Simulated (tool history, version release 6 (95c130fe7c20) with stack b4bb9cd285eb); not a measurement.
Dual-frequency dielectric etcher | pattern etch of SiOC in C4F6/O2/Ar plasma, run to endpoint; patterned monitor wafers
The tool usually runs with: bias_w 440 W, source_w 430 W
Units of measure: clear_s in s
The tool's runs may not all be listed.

run,hour,bias_w,source_w,wafers since the last listed run,hours since the last wet clean,hours since the last bias power generator calibration,hours since the last source power generator calibration,hours since the last upper electrode change,"incoming incoming film thickness, nm",clear_s
1,0.0,440,430,0,298.4,2176.8,1436.5,4500.9,36.84,11.9
2,7.0,440,430,63,305.4,2183.8,1443.5,4507.9,36.66,11.8
3,20.2,440,430,120,318.6,2197.0,1456.7,4521.1,37.11,11.8
4,36.3,440,430,146,334.7,2213.1,1472.8,4537.2,36.95,11.7
5,49.4,355,430,119,347.8,2226.2,1485.9,4550.3,36.96,12.3
6,59.7,355,430,93,358.1,2236.5,1496.2,4560.6,36.83,12.4
7,70.6,355,430,99,369.0,2247.4,1507.1,4571.5,36.94,12.3
8,82.1,440,460,104,380.5,2258.9,1518.6,4583.0,36.87,11.4
9,89.9,440,460,71,388.3,2266.7,1526.4,4590.8,36.58,11.4
10,100.6,440,460,97,399.0,2277.4,1537.1,4601.5,37.26,11.5
11,113.1,440,430,113,411.5,2289.9,1549.6,4614.0,36.53,11.5
12,129.3,490,490,147,427.7,2306.1,1565.8,4630.2,37.13,10.7
# hour 164.4: wet clean of the chamber
13,164.9,490,490,105,0.5,2341.7,1601.4,4665.8,37.23,11.4
14,165.3,490,490,3,0.9,2342.1,1601.8,4666.2,36.69,11.1
15,175.3,416,400,91,10.9,2352.1,1611.8,4676.2,36.76,12.5
16,213.7,495,370,349,49.3,2390.5,1650.2,4714.6,36.65,12.2
17,221.2,511,400,68,56.8,2398.0,1657.7,4722.1,36.86,11.9
18,228.7,386,360,68,64.3,2405.5,1665.2,4729.6,37.00,13.4
# hour 242.7: bias power generator calibrated
19,243.2,440,480,95,78.8,0.5,1679.7,4744.1,36.97,11.6
# hour 268.3: upper electrode replaced
20,268.8,546,370,14,104.4,26.1,1705.3,0.5,37.18,12.0
21,269.1,469,520,2,104.7,26.4,1705.6,0.8,37.30,11.2
22,282.5,440,430,122,118.1,39.8,1719.0,14.2,36.51,11.7
# hour 291.4: source power generator calibrated
23,295.0,440,430,77,130.6,52.3,3.6,26.7,36.55,12.0
24,302.1,545,480,64,137.7,59.4,10.7,33.8,36.53,10.8
25,311.6,475,340,86,147.2,68.9,20.2,43.3,36.62,12.8
26,318.4,481,430,61,154.0,75.7,27.0,50.1,37.08,11.8
27,332.1,330,360,124,167.7,89.4,40.7,63.8,37.02,13.7
28,346.9,409,350,134,182.5,104.2,55.5,78.6,36.97,13.3
29,357.6,537,510,97,193.2,114.9,66.2,89.3,36.85,10.7
30,367.2,440,400,87,202.8,124.5,75.8,98.9,37.13,12.3
31,380.0,481,430,116,215.6,137.3,88.6,111.7,36.97,11.4
32,386.9,519,380,62,222.5,144.2,95.5,118.6,36.52,11.8
33,402.8,440,460,144,238.4,160.1,111.4,134.5,37.11,11.6
34,409.9,440,430,64,245.5,167.2,118.5,141.6,36.80,11.9
35,418.7,362,500,80,254.3,176.0,127.3,150.4,37.08,11.9
36,425.7,365,510,63,261.3,183.0,134.3,157.4,36.82,11.5

Predict each of these 3 candidate next runs independently; none follows another, all start after run 36:
A,426.1,440,430,3,261.7,183.4,134.7,157.8,36.81,?
B,426.1,440,370,3,261.7,183.4,134.7,157.8,36.81,?
C,426.1,534,470,3,261.7,183.4,134.7,157.8,36.81,?

run,clear_s
A,11.9
B,12.6
C,10.9
The same runs, with their run-to-run variation unchanged, on a tool lacking any hidden condition would have given:
run,clear_s
A,12.3
B,13.0
C,11.2
